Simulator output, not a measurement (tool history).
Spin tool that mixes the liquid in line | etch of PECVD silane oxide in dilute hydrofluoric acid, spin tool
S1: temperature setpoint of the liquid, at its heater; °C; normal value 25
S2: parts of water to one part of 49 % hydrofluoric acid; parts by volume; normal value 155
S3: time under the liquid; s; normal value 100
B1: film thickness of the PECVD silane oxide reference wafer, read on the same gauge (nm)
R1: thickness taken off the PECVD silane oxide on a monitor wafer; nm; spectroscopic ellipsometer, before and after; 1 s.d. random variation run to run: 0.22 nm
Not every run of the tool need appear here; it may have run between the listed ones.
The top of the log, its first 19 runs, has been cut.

run	hour	S1	S2	S3	B1	R1
20	554	29.5	95	120	119.99	84.54
21	584.3	25	155	75	120.01	25.56
22	613.7	25	155	100	120.01	34.15
23	627.3	29.5	185	125	120	40.59
24	643.7	25	155	100	119.99	34.39
25	672.3	21.5	155	100	120	29.59
26	702.8	29.5	195	135	119.99	41.07
27	735.5	23	205	70	120	15.69
28	761.8	25	195	100	119.98	25.53
29	793.8	25	155	75	120	25.25
30	813.5	25	155	100	120	33.48
31	835.4	21	155	100	119.98	28.82
32	847.8	25	155	100	119.99	33.71

Run 33, settings as shown, results not yet in. Your forecast:
33	880.4	22.5	80	65	?	?

Run 33 came out at B1 119.98, R1 41.73 nm.
If the tool had no hidden condition, the same run with the same run-to-run variation would have returned R1 43.69 nm.
